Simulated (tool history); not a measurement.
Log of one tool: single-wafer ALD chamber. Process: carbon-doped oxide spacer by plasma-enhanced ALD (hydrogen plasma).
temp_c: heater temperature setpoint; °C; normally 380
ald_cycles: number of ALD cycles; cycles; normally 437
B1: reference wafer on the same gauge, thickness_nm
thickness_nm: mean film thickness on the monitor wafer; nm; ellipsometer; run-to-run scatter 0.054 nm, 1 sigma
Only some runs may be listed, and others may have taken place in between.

{"run": 1, "hour": 0.0, "temp_c": 380, "ald_cycles": 416, "B1": 18.992, "thickness_nm": 20.331}
{"run": 2, "hour": 76.9, "temp_c": 380, "ald_cycles": 437, "B1": 18.995, "thickness_nm": 21.427}
{"run": 3, "hour": 151.6, "temp_c": 380, "ald_cycles": 437, "B1": 19.012, "thickness_nm": 21.434}
{"run": 4, "hour": 240.4, "temp_c": 380, "ald_cycles": 437, "B1": 19.001, "thickness_nm": 21.357}
{"run": 5, "hour": 288.6, "temp_c": 380, "ald_cycles": 437, "B1": 19.001, "thickness_nm": 21.405}
{"run": 6, "hour": 597.4, "temp_c": 380, "ald_cycles": 437, "B1": 19.008, "thickness_nm": 21.481}
{"run": 7, "hour": 650.4, "temp_c": 384, "ald_cycles": 437, "B1": 19.005, "thickness_nm": 21.475}
{"run": 8, "hour": 694.5, "temp_c": 384, "ald_cycles": 437, "B1": 18.995, "thickness_nm": 21.36}
{"run": 9, "hour": 744.1, "temp_c": 384, "ald_cycles": 437, "B1": 19.005, "thickness_nm": 21.462}
{"hour": 821.6, "done": "thermocouple changed; heater temperature recalibrated"}
{"run": 10, "hour": 833.0, "temp_c": 385, "ald_cycles": 437, "B1": 18.997, "thickness_nm": 21.431}
{"run": 11, "hour": 882.0, "temp_c": 385, "ald_cycles": 437, "B1": 18.999, "thickness_nm": 21.3}
{"run": 12, "hour": 936.2, "temp_c": 385, "ald_cycles": 437, "B1": 19.004, "thickness_nm": 21.41}
{"run": 13, "hour": 989.6, "temp_c": 380, "ald_cycles": 417, "B1": 19.002, "thickness_nm": 20.357}
{"run": 14, "hour": 1079.6, "temp_c": 380, "ald_cycles": 395, "B1": 18.991, "thickness_nm": 19.314}
{"run": 15, "hour": 1179.1, "temp_c": 380, "ald_cycles": 395, "B1": 19.005, "thickness_nm": 19.383}
{"run": 16, "hour": 1239.1, "temp_c": 389, "ald_cycles": 402, "B1": 19.005, "thickness_nm": 19.768}
{"run": 17, "hour": 1278.5, "temp_c": 380, "ald_cycles": 381, "B1": 19.007, "thickness_nm": 18.692}
{"run": 18, "hour": 1361.3, "temp_c": 365, "ald_cycles": 352, "B1": 19.005, "thickness_nm": 17.191}
{"run": 19, "hour": 1409.6, "temp_c": 391, "ald_cycles": 389, "B1": 18.99, "thickness_nm": 19.135}
{"run": 20, "hour": 1587.0, "temp_c": 389, "ald_cycles": 350, "B1": 19.001, "thickness_nm": 17.155}
{"run": 21, "hour": 1649.6, "temp_c": 371, "ald_cycles": 521, "B1": 18.996, "thickness_nm": 25.513}
{"run": 22, "hour": 1732.8, "temp_c": 376, "ald_cycles": 437, "B1": 19.007, "thickness_nm": 21.304}
{"run": 23, "hour": 1818.3, "temp_c": 380, "ald_cycles": 437, "B1": 19.005, "thickness_nm": 21.348}
{"hour": 1888.1, "done": "gauge calibrated"}
{"run": 24, "hour": 1901.9, "temp_c": 375, "ald_cycles": 437, "B1": 19.001, "thickness_nm": 21.45}
{"run": 25, "hour": 1975.4, "temp_c": 380, "ald_cycles": 437, "B1": 18.999, "thickness_nm": 21.422}
{"run": 26, "hour": 2035.1, "temp_c": 388, "ald_cycles": 378, "B1": 18.998, "thickness_nm": 18.467}
{"run": 27, "hour": 2112.0, "temp_c": 367, "ald_cycles": 393, "B1": 18.999, "thickness_nm": 19.272}
{"run": 28, "hour": 2186.9, "temp_c": 380, "ald_cycles": 437, "B1": 19, "thickness_nm": 21.32}
{"run": 29, "hour": 2292.7, "temp_c": 380, "ald_cycles": 437, "B1": 19.011, "thickness_nm": 21.414}
{"run": 30, "hour": 2367.4, "temp_c": 394, "ald_cycles": 462, "B1": 18.999, "thickness_nm": 22.675}
{"run": 31, "hour": 2425.7, "temp_c": 380, "ald_cycles": 518, "B1": 19.013, "thickness_nm": 25.322}

Consider 3 possible next runs. They are alternatives, not a sequence: every one starts from the tool as it was left by run 31. What does each give?
{"run": "A", "hour": 2426.8, "temp_c": 380, "ald_cycles": 437, "B1": "?", "thickness_nm": "?"}
{"run": "B", "hour": 2426.8, "temp_c": 374, "ald_cycles": 437, "B1": "?", "thickness_nm": "?"}
{"run": "C", "hour": 2426.8, "temp_c": 366, "ald_cycles": 387, "B1": "?", "thickness_nm": "?"}

run=A B1=18.994 thickness_nm=21.42
run=B B1=18.994 thickness_nm=21.42
run=C B1=18.994 thickness_nm=18.97
Had the tool no hidden state, the same runs would have come out as:
run=A thickness_nm=21.42
run=B thickness_nm=21.42
run=C thickness_nm=18.97
